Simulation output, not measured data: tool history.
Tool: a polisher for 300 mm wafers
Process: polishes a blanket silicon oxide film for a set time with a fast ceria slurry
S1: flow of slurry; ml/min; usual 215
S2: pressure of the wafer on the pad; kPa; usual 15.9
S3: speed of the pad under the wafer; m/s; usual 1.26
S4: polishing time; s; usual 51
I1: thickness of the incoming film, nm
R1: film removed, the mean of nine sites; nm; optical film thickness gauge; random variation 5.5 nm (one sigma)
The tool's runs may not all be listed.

run 1 hour=0 | S1=215 S2=15.9 S3=1.26 S4=51 | I1=2440.1 | R1=827
-- hour=3.3 worn pad replaced by a new one
run 2 hour=32.5 | S1=215 S2=15.9 S3=1.26 S4=51 | I1=2441.7 | R1=869
-- hour=50.7 head pressure recalibrated
run 3 hour=67.5 | S1=215 S2=15.9 S3=0.92 S4=51 | I1=2367.4 | R1=668.6
run 4 hour=82.2 | S1=215 S2=15.9 S3=0.92 S4=51 | I1=2377.2 | R1=655.6
run 5 hour=111.3 | S1=215 S2=15.9 S3=1.26 S4=63 | I1=2361.2 | R1=1050.6
run 6 hour=134.9 | S1=215 S2=15.9 S3=1.26 S4=63 | I1=2413.7 | R1=1050.1
run 7 hour=170.1 | S1=245 S2=15.9 S3=1.26 S4=51 | I1=2394.1 | R1=830.7
run 8 hour=183.2 | S1=245 S2=15.9 S3=1.26 S4=51 | I1=2417.7 | R1=838.6
-- hour=210.2 worn pad replaced by a new one
run 9 hour=210.6 | S1=245 S2=15.9 S3=1.26 S4=51 | I1=2383.6 | R1=867.1
-- hour=239.4 slurry nozzle cleaned
run 10 hour=270.8 | S1=215 S2=15.9 S3=1.26 S4=51 | I1=2377.4 | R1=881.3
run 11 hour=298.4 | S1=215 S2=15.9 S3=1.26 S4=62 | I1=2377.1 | R1=1051.6
run 12 hour=331.5 | S1=215 S2=15.9 S3=1.26 S4=51 | I1=2378.7 | R1=859.3
run 13 hour=366.1 | S1=215 S2=15.9 S3=1.26 S4=51 | I1=2408.9 | R1=858.7
run 14 hour=401.9 | S1=215 S2=15.9 S3=1.26 S4=51 | I1=2359.7 | R1=825.6
run 15 hour=418.6 | S1=215 S2=15.9 S3=1.26 S4=51 | I1=2350.3 | R1=825.6
-- hour=432.5 worn pad replaced by a new one
-- hour=432.9 head pressure recalibrated
run 16 hour=445.7 | S1=215 S2=15.9 S3=1.26 S4=51 | I1=2438 | R1=870.5
run 17 hour=466.2 | S1=215 S2=15.9 S3=1.26 S4=51 | I1=2392.1 | R1=852.9
run 18 hour=499.9 | S1=160 S2=12.4 S3=1.52 S4=67 | I1=2394.8 | R1=987.9
-- hour=529.2 slurry nozzle cleaned
run 19 hour=531.3 | S1=245 S2=15.9 S3=1.42 S4=51 | I1=2416.2 | R1=982.5
run 20 hour=557.9 | S1=240 S2=19.3 S3=1.26 S4=51 | I1=2390.6 | R1=1056.1
run 21 hour=590.6 | S1=155 S2=17.9 S3=1.4 S4=51 | I1=2409.4 | R1=1010.1
run 22 hour=623.7 | S1=215 S2=20 S3=1.4 S4=51 | I1=2397.8 | R1=1132.9
-- hour=635.8 worn pad replaced by a new one
run 23 hour=651.1 | S1=215 S2=15.9 S3=0.96 S4=51 | I1=2412 | R1=694.2
run 24 hour=665.7 | S1=250 S2=15.9 S3=1.26 S4=51 | I1=2419.9 | R1=887.1
run 25 hour=756.8 | S1=255 S2=12.4 S3=1.02 S4=45 | I1=2425 | R1=511.3
run 26 hour=779 | S1=215 S2=15.9 S3=1.66 S4=58 | I1=2406.9 | R1=1212.1
-- hour=786.2 slurry nozzle cleaned
-- hour=805.7 head pressure recalibrated
run 27 hour=809.6 | S1=155 S2=13.8 S3=1.02 S4=51 | I1=2417.3 | R1=604
run 28 hour=825.4 | S1=185 S2=15.9 S3=1 S4=51 | I1=2441.6 | R1=680.2
-- hour=865 worn pad replaced by a new one
run 29 hour=902.1 | S1=215 S2=15.9 S3=1.26 S4=51 | I1=2407.5 | R1=875.1
run 30 hour=914.2 | S1=215 S2=15.9 S3=1.26 S4=51 | I1=2384 | R1=886.6
run 31 hour=933.9 | S1=215 S2=15.9 S3=1.26 S4=51 | I1=2394.9 | R1=877.4
run 32 hour=967.2 | S1=215 S2=15.9 S3=1.68 S4=69 | I1=2399.1 | R1=1488.9
run 33 hour=1001.3 | S1=150 S2=19.3 S3=1.26 S4=59 | I1=2444.7 | R1=1094.4
run 34 hour=1027.2 | S1=150 S2=12.4 S3=1.6 S4=65 | I1=2374.9 | R1=987.6
run 35 hour=1053.4 | S1=175 S2=18.6 S3=0.96 S4=51 | I1=2413.1 | R1=720.2

Some steps in R1 between neighbouring runs. How much of each would the tool show without its hidden state too (settings, what came in, random variation), and how much is left for the hidden state, with any gauge scatter that isn't in both results?
The hidden state here: removal rate lost through wear of the pad, %; slurry flow missing at the pad, %; deviation of the head's pressure from its setpoint, %.
Run 18 -> 19: S1 160 -> 245, S2 12.4 -> 15.9, S3 1.52 -> 1.42, S4 67 -> 51, slurry nozzle cleaned. R1 -5.4 nm: hidden state +55.8, all else -61.2.
Run 25 -> 26: S1 255 -> 215, S2 12.4 -> 15.9, S3 1.02 -> 1.66, S4 45 -> 58. R1 +700.8 nm: hidden state -57.2, all else +758.
Run 26 -> 27: S1 215 -> 155, S2 15.9 -> 13.8, S3 1.66 -> 1.02, S4 58 -> 51, slurry nozzle cleaned, head pressure recalibrated. R1 -608.1 nm: hidden state +58.5, all else -666.6.
Run 31 -> 32: S3 1.26 -> 1.68, S4 51 -> 69. R1 +611.5 nm: hidden state -31.7, all else +643.2.
